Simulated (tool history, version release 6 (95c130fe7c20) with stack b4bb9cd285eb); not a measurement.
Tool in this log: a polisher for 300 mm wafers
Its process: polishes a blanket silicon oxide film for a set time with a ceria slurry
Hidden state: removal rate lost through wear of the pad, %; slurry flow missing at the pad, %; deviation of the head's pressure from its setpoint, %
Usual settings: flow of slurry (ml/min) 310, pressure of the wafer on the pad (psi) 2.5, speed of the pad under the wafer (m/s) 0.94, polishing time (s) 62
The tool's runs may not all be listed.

| run | hour | flow of slurry (ml/min) | pressure of the wafer on the pad (psi) | speed of the pad under the wafer (m/s) | polishing time (s) | wafers since the last listed run | wafers polished on this pad | hours since the slurry nozzle was cleaned | hours since the head pressure was calibrated | incoming thickness of the incoming film, nm | film removed (angstrom) |
|---|---|---|---|---|---|---|---|---|---|---|---|
| 1 | 0 | 310 | 2.5 | 0.94 | 62 | 0 | 59 | 132.9 | 127.2 | 1598.9 | 2035 |
| 2 | 52.9 | 310 | 2.5 | 0.94 | 62 | 480 | 540 | 185.8 | 180.1 | 1611.1 | 2009 |
| 3 | 108.7 | 310 | 2.5 | 0.94 | 68 | 507 | 1048 | 241.6 | 235.9 | 1608 | 2213 |
| 4 | 195.9 | 310 | 2.5 | 0.94 | 68 | 792 | 1840 | 328.8 | 323.1 | 1586.6 | 2135 |
|  | 225.1 | worn pad replaced by a new one |
|  | 234.8 | head pressure recalibrated |
| 5 | 238 | 310 | 2 | 0.94 | 62 | 328 | 99 | 370.9 | 3.2 | 1578.2 | 1516 |
| 6 | 305.6 | 310 | 2.8 | 0.94 | 62 | 614 | 713 | 438.5 | 70.8 | 1622.9 | 2114 |
|  | 384.4 | slurry nozzle cleaned |
| 7 | 395.4 | 335 | 2.5 | 1.06 | 62 | 807 | 1520 | 11 | 160.6 | 1585.6 | 2180 |
| 8 | 459.5 | 335 | 2.5 | 1.06 | 62 | 582 | 2103 | 75.1 | 224.7 | 1591.4 | 2112 |
|  | 468.4 | worn pad replaced by a new one |
| 9 | 538.9 | 310 | 2.5 | 0.94 | 62 | 685 | 641 | 154.5 | 304.1 | 1594.8 | 2108 |
|  | 551.3 | head pressure recalibrated |
| 10 | 626.8 | 310 | 2.5 | 0.84 | 62 | 780 | 1422 | 242.4 | 75.5 | 1574.4 | 1700 |
|  | 716.6 | worn pad replaced by a new one |
| 11 | 717.1 | 365 | 2.8 | 1.16 | 50 | 784 | 4 | 332.7 | 165.8 | 1581.9 | 2202 |
| 12 | 799.3 | 310 | 2.5 | 0.94 | 62 | 747 | 751 | 414.9 | 248 | 1587.9 | 2088 |
| 13 | 862.7 | 270 | 1.9 | 1.2 | 84 | 576 | 1328 | 478.3 | 311.4 | 1574.2 | 2700 |
|  | 938.1 | slurry nozzle cleaned |
|  | 944.2 | head pressure recalibrated |
| 14 | 944.7 | 350 | 2.5 | 0.94 | 46 | 718 | 2046 | 6.6 | 0.5 | 1599.2 | 1280 |
|  | 958.3 | worn pad replaced by a new one |
| 15 | 993.9 | 335 | 2.5 | 1.06 | 62 | 410 | 323 | 55.8 | 49.7 | 1576.9 | 2237 |
| 16 | 1093.9 | 410 | 1.8 | 0.68 | 54 | 909 | 1232 | 155.8 | 149.7 | 1590.1 | 894 |
| 17 | 1180.9 | 390 | 1.8 | 0.94 | 62 | 790 | 2023 | 242.8 | 236.7 | 1587.1 | 1365 |
|  | 1246.8 | worn pad replaced by a new one |
| 18 | 1254.2 | 235 | 2 | 0.94 | 83 | 630 | 66 | 316.1 | 310 | 1612.8 | 2159 |
|  | 1299.7 | head pressure recalibrated |
| 19 | 1301.1 | 415 | 2.5 | 0.8 | 78 | 408 | 475 | 363 | 1.4 | 1606.4 | 2072 |

4 options for the next run, each taken on its own from the tool as it stands now. Forecast them:
| A | 1301.5 | 310 | 2.5 | 0.94 | 62 | 3 | 478 | 363.4 | 1.8 | 1616.2 | ? |
| B | 1301.5 | 235 | 1.7 | 0.82 | 62 | 3 | 478 | 363.4 | 1.8 | 1616.2 | ? |
| C | 1301.5 | 240 | 3.4 | 1.16 | 62 | 3 | 478 | 363.4 | 1.8 | 1616.2 | ? |
| D | 1301.5 | 215 | 2.5 | 0.94 | 48 | 3 | 478 | 363.4 | 1.8 | 1616.2 | ? |

| run | film removed (angstrom) |
|---|---|
| A | 1852 |
| B | 1103 |
| C | 3014 |
| D | 1398 |
The same runs, with their run-to-run variation unchanged, on a tool lacking any hidden condition would have given:
| run | film removed (angstrom) |
|---|---|
| A | 1894 |
| B | 1128 |
| C | 3082 |
| D | 1430 |
